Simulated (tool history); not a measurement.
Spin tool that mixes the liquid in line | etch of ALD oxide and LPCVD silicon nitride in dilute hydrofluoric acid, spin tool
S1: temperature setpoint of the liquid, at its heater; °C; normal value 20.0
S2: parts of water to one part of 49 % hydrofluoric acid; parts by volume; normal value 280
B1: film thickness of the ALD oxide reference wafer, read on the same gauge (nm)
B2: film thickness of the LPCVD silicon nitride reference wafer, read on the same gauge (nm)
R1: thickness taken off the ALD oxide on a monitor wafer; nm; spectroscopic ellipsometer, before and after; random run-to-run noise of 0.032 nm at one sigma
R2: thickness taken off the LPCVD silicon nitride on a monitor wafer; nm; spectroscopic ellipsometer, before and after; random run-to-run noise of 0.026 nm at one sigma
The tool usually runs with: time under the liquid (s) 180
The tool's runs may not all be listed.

run 1 hour=0.0 | S1=17.0 S2=280 time_under_the_liquid_(s)=180 | B1=59.575 B2=29.794 | R1=4.154 R2=0.218
run 2 hour=40.3 | S1=17.0 S2=280 time_under_the_liquid_(s)=180 | B1=59.491 B2=29.743 | R1=4.145 R2=0.176
run 3 hour=69.5 | S1=20.0 S2=280 time_under_the_liquid_(s)=220 | B1=59.409 B2=29.698 | R1=5.578 R2=0.359
run 4 hour=114.5 | S1=20.0 S2=280 time_under_the_liquid_(s)=220 | B1=59.293 B2=29.674 | R1=5.620 R2=0.326
run 5 hour=173.0 | S1=20.0 S2=280 time_under_the_liquid_(s)=220 | B1=59.172 B2=29.554 | R1=5.558 R2=0.315
run 6 hour=221.6 | S1=20.0 S2=185 time_under_the_liquid_(s)=180 | B1=59.036 B2=29.569 | R1=7.545 R2=0.390
run 7 hour=255.1 | S1=20.0 S2=185 time_under_the_liquid_(s)=180 | B1=58.971 B2=29.478 | R1=7.597 R2=0.363
-- hour=286.6 thermometer replaced
-- hour=357.6 hydrofluoric acid flow meter replaced
run 8 hour=385.8 | S1=20.0 S2=185 time_under_the_liquid_(s)=180 | B1=58.662 B2=29.286 | R1=7.609 R2=0.369
-- hour=434.8 gauge calibrated
run 9 hour=454.5 | S1=20.0 S2=280 time_under_the_liquid_(s)=285 | B1=60.030 B2=29.990 | R1=7.454 R2=0.399
run 10 hour=497.0 | S1=17.0 S2=280 time_under_the_liquid_(s)=235 | B1=59.893 B2=29.937 | R1=5.469 R2=0.275
run 11 hour=557.6 | S1=20.0 S2=280 time_under_the_liquid_(s)=180 | B1=59.777 B2=29.887 | R1=4.685 R2=0.252
run 12 hour=592.7 | S1=20.0 S2=395 time_under_the_liquid_(s)=180 | B1=59.686 B2=29.820 | R1=2.980 R2=0.158
run 13 hour=630.8 | S1=20.0 S2=230 time_under_the_liquid_(s)=280 | B1=59.581 B2=29.802 | R1=9.225 R2=0.568
run 14 hour=683.2 | S1=18.0 S2=245 time_under_the_liquid_(s)=240 | B1=59.465 B2=29.729 | R1=6.731 R2=0.362
run 15 hour=708.5 | S1=20.0 S2=280 time_under_the_liquid_(s)=180 | B1=59.382 B2=29.709 | R1=4.601 R2=0.244
run 16 hour=734.5 | S1=22.5 S2=280 time_under_the_liquid_(s)=180 | B1=59.341 B2=29.641 | R1=5.121 R2=0.333
run 17 hour=803.4 | S1=20.0 S2=395 time_under_the_liquid_(s)=180 | B1=59.153 B2=29.591 | R1=2.955 R2=0.173

Predict each of these 3 candidate next runs independently; none follows another, all start after run 17:
run A hour=803.9 | S1=20.0 S2=230 time_under_the_liquid_(s)=180 | B1=? B2=? | R1=? R2=?
run B hour=803.9 | S1=17.0 S2=210 time_under_the_liquid_(s)=140 | B1=? B2=? | R1=? R2=?
run C hour=803.9 | S1=24.0 S2=280 time_under_the_liquid_(s)=130 | B1=? B2=? | R1=? R2=?

run=A B1=59.209 B2=29.632 R1=5.845 R2=0.319
run=B B1=59.209 B2=29.632 R1=4.515 R2=0.222
run=C B1=59.209 B2=29.632 R1=3.823 R2=0.245
Had the tool no hidden state, the same runs would have come out as:
run=A R1=5.927 R2=0.323
run=B R1=4.578 R2=0.225
run=C R1=3.877 R2=0.248
